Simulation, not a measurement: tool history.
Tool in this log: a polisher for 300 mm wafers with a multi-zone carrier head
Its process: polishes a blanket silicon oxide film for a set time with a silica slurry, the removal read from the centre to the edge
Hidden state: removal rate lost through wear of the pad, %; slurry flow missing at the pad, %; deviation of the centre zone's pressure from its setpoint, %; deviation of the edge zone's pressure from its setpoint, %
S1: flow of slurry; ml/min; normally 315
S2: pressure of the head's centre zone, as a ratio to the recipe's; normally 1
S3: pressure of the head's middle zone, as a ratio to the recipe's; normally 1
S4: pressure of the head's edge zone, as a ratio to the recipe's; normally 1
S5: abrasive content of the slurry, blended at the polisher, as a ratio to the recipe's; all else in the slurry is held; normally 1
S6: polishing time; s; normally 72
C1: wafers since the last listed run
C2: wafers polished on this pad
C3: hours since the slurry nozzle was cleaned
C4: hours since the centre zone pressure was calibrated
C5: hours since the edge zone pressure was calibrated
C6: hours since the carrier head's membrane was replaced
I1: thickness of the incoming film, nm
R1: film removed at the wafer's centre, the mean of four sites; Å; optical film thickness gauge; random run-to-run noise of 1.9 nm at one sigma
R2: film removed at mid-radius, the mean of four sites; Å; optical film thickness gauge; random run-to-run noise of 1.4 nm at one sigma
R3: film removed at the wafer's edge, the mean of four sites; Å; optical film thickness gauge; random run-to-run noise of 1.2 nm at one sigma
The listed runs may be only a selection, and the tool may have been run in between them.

Run 1, hour 0: usual settings but S4 0.94; C1 0; C2 1862; C3 252.6; C4 483; C5 475.1; C6 1615.4; I1 1044.4. Result: R1 1980 Å, R2 2000 Å, R3 1912 Å.
At hour 45.1: edge zone pressure recalibrated.
Run 2, hour 76.8: usual settings but S4 0.94; C1 537; C2 2399; C3 329.4; C4 559.8; C5 31.7; C6 1692.2; I1 1059.4. Result: R1 2010 Å, R2 2008 Å, R3 1901 Å.
Run 3, hour 145.6: usual settings; C1 494; C2 2893; C3 398.2; C4 628.6; C5 100.5; C6 1761; I1 1045.5. Result: R1 1969 Å, R2 2017 Å, R3 1949 Å.
At hour 171.2: carrier head's membrane replaced by a new one.
At hour 228.4: centre zone pressure recalibrated.
At hour 237.7: worn pad replaced by a new one.
Run 4, hour 244.6: usual settings; C1 632; C2 49; C3 497.2; C4 16.2; C5 199.5; C6 73.4; I1 1041.4. Result: R1 2009 Å, R2 2027 Å, R3 1932 Å.
Run 5, hour 321.9: usual settings but S6 82 s; C1 555; C2 604; C3 574.5; C4 93.5; C5 276.8; C6 150.7; I1 1040.5. Result: R1 2255 Å, R2 2287 Å, R3 2203 Å.
Run 6, hour 418.4: usual settings; C1 693; C2 1298; C3 671; C4 190; C5 373.3; C6 247.2; I1 1048.2. Result: R1 1963 Å, R2 2013 Å, R3 1932 Å.
At hour 446.9: slurry nozzle cleaned.
Run 7, hour 469.1: usual settings but S2 1.06, S3 0.88, S6 63 s; C1 357; C2 1655; C3 22.2; C4 240.7; C5 424; C6 297.9; I1 1049.6. Result: R1 1812 Å, R2 1577 Å, R3 1704 Å.
Run 8, hour 549.7: usual settings but S2 0.91, S3 0.9, S4 0.97; C1 579; C2 2234; C3 102.8; C4 321.3; C5 504.6; C6 378.5; I1 1061.5. Result: R1 1816 Å, R2 1854 Å, R3 1901 Å.
Run 9, hour 647.5: usual settings but S4 0.94; C1 702; C2 2936; C3 200.6; C4 419.1; C5 602.4; C6 476.3; I1 1060.3. Result: R1 1980 Å, R2 2010 Å, R3 1893 Å.
Run 10, hour 706.3: usual settings but S2 0.88; C1 422; C2 3359; C3 259.4; C4 477.9; C5 661.2; C6 535.1; I1 1055.3. Result: R1 1799 Å, R2 1990 Å, R3 1949 Å.
At hour 723.2: edge zone pressure recalibrated.
Run 11, hour 799.7: usual settings but S5 1.3; C1 656; C2 4015; C3 352.8; C4 571.3; C5 76.5; C6 628.5; I1 1070.2. Result: R1 2172 Å, R2 2228 Å, R3 2139 Å.
At hour 833.1: worn pad replaced by a new one.
Run 12, hour 899: usual settings but S1 420 ml/min, S2 1.1, S5 0.75; C1 684; C2 473; C3 452.1; C4 670.6; C5 175.8; C6 727.8; I1 1058.9. Result: R1 1922 Å, R2 1812 Å, R3 1764 Å.
At hour 950.1: centre zone pressure recalibrated.
Run 13, hour 966.3: usual settings; C1 469; C2 942; C3 519.4; C4 16.2; C5 243.1; C6 795.1; I1 1052.2. Result: R1 1996 Å, R2 2015 Å, R3 1929 Å.
Run 14, hour 1048.8: usual settings but S3 1.09; C1 592; C2 1535; C3 601.9; C4 98.7; C5 325.6; C6 877.6; I1 1052.7. Result: R1 1958 Å, R2 2182 Å, R3 1941 Å.
At hour 1163.6: slurry nozzle cleaned.
Run 15, hour 1176.3: usual settings but S1 240 ml/min, S3 0.94, S5 0.7; C1 908; C2 2443; C3 12.7; C4 226.2; C5 453.1; C6 1005.1; I1 1044.8. Result: R1 1688 Å, R2 1618 Å, R3 1631 Å.
Run 16, hour 1264.4: usual settings but S2 1.06, S5 1.3, S6 63 s; C1 632; C2 3076; C3 100.8; C4 314.3; C5 541.2; C6 1093.2; I1 1050.1. Result: R1 2022 Å, R2 1953 Å, R3 1881 Å.
At hour 1299.9: worn pad replaced by a new one.
At hour 1349: edge zone pressure recalibrated.
Run 17, hour 1365.5: usual settings but S2 0.95, S3 1.04; C1 683; C2 456; C3 201.9; C4 415.4; C5 16.5; C6 1194.3; I1 1046. Result: R1 1923 Å, R2 2063 Å, R3 1943 Å.
Run 18, hour 1508.5: usual settings but S2 1.08, S5 1.3; C1 1027; C2 1484; C3 344.9; C4 558.4; C5 159.5; C6 1337.3; I1 1030. Result: R1 2346 Å, R2 2213 Å, R3 2128 Å.
Run 19, hour 1590.6: usual settings but S6 49 s; C1 589; C2 2074; C3 427; C4 640.5; C5 241.6; C6 1419.4; I1 1039.4. Result: R1 1330 Å, R2 1365 Å, R3 1314 Å.
Run 20, hour 1645.3: usual settings but S2 1.12, S3 0.96, S5 0.85, S6 57 s; C1 392; C2 2466; C3 481.7; C4 695.2; C5 296.3; C6 1474.1; I1 1047.7. Result: R1 1616 Å, R2 1436 Å, R3 1426 Å.
Run 21, hour 1684.6: usual settings; C1 282; C2 2749; C3 521; C4 734.5; C5 335.6; C6 1513.4; I1 1068.9. Result: R1 1947 Å, R2 1987 Å, R3 1948 Å.

4 options for the next run, each taken on its own from the tool as it stands now. Forecast them:
Run A, hour 1685: usual settings but S5 0.9; C1 2; C2 2752; C3 521.4; C4 734.9; C5 336; C6 1513.8; I1 1050.1. Result: R1 ?, R2 ?, R3 ?.
Run B, hour 1685: usual settings but S2 1.1, S5 0.8, S6 53 s; C1 2; C2 2752; C3 521.4; C4 734.9; C5 336; C6 1513.8; I1 1050.1. Result: R1 ?, R2 ?, R3 ?.
Run C, hour 1685: usual settings but S4 0.89, S5 0.9; C1 2; C2 2752; C3 521.4; C4 734.9; C5 336; C6 1513.8; I1 1050.1. Result: R1 ?, R2 ?, R3 ?.
Run D, hour 1685: usual settings but S1 250 ml/min, S3 0.91; C1 2; C2 2752; C3 521.4; C4 734.9; C5 336; C6 1513.8; I1 1050.1. Result: R1 ?, R2 ?, R3 ?.

run    R1    R2    R3
  A  1892  1927  1852
  B  1438  1350  1298
  C  1892  1927  1783
  D  1944  1833  1915
With no hidden state in the tool, these same runs would have given:
run    R1    R2    R3
  A  1892  1927  1852
  B  1438  1350  1298
  C  1892  1927  1783
  D  1944  1833  1915
